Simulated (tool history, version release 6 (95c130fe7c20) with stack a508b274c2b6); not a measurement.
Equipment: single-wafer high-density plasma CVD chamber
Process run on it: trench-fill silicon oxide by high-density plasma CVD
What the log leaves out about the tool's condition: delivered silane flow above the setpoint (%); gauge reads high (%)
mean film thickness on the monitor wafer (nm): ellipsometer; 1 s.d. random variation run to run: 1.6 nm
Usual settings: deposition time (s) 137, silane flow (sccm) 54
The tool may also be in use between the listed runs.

run,hour,deposition time (s),silane flow (sccm),wafers since the last listed run,hours since the silane flow controller was replaced,hours since the gauge calibration,"read-back reference wafer on the same gauge, thickness_nm",mean film thickness on the monitor wafer (nm)
1,0.0,137,54,0,3155.9,20.3,824.631,796.999
2,41.8,137,59,634,3197.7,62.1,825.023,837.460
3,63.9,151,46,335,3219.8,84.2,825.126,806.680
4,99.7,151,46,543,3255.6,120.0,825.529,804.213
5,206.6,151,46,1621,3362.5,226.9,824.838,806.410
6,225.1,151,54,280,3381.0,245.4,825.098,877.872
7,250.3,151,54,382,3406.2,270.6,825.216,877.610
8,271.0,151,54,314,3426.9,291.3,824.892,877.575
9,286.4,137,54,233,3442.3,306.7,825.004,796.900
10,329.2,137,54,649,3485.1,349.5,825.264,796.877
11,352.0,137,54,345,3507.9,372.3,824.390,797.133
12,366.8,137,46,224,3522.7,387.1,824.646,729.198
13,392.8,137,54,394,3548.7,413.1,824.855,795.907
# hour 406.8: silane flow controller replaced
14,428.0,137,54,412,21.2,448.3,825.341,828.954
15,448.5,137,54,310,41.7,468.8,824.974,823.852
16,463.8,137,54,232,57.0,484.1,825.019,827.152
17,490.3,127,45,402,83.5,510.6,824.999,695.993
18,517.2,137,54,408,110.4,537.5,824.983,824.793
19,532.5,137,54,232,125.7,552.8,824.272,827.761
20,560.7,164,54,427,153.9,581.0,825.173,985.117
21,581.7,156,49,318,174.9,602.0,824.781,889.501
22,608.1,124,46,400,201.3,628.4,824.497,683.328
23,625.9,137,54,270,219.1,646.2,825.076,823.841
24,640.4,155,47,219,233.6,660.7,825.162,864.928
# hour 650.3: gauge calibrated
25,657.2,137,43,254,250.4,6.9,825.380,729.123
26,670.1,137,54,195,263.3,19.8,825.197,819.321
27,696.0,137,54,392,289.2,45.7,824.893,821.984
28,722.7,119,44,405,315.9,72.4,825.352,640.099
29,750.9,152,65,427,344.1,100.6,824.934,1013.891
30,784.1,128,54,503,377.3,133.8,825.172,764.187
31,819.4,120,47,535,412.6,169.1,824.438,665.840
32,906.7,137,54,1324,499.9,256.4,825.197,816.976
33,921.5,137,54,224,514.7,271.2,824.432,818.903

Hidden state, per run?
gauge reads high (%): 0, the same for each run
H1: delivered silane flow above the setpoint (%)
run,H1
1,-6.84
2,-6.86
3,-6.86
4,-6.87
5,-6.9
6,-6.91
7,-6.91
8,-6.92
9,-6.92
10,-6.93
11,-6.94
12,-6.94
13,-6.95
14,-0.136
15,-0.25
16,-0.334
17,-0.476
18,-0.617
19,-0.696
20,-0.839
21,-0.942
22,-1.07
23,-1.15
24,-1.22
25,-1.3
26,-1.36
27,-1.47
28,-1.59
29,-1.71
30,-1.85
31,-1.99
32,-2.32
33,-2.37

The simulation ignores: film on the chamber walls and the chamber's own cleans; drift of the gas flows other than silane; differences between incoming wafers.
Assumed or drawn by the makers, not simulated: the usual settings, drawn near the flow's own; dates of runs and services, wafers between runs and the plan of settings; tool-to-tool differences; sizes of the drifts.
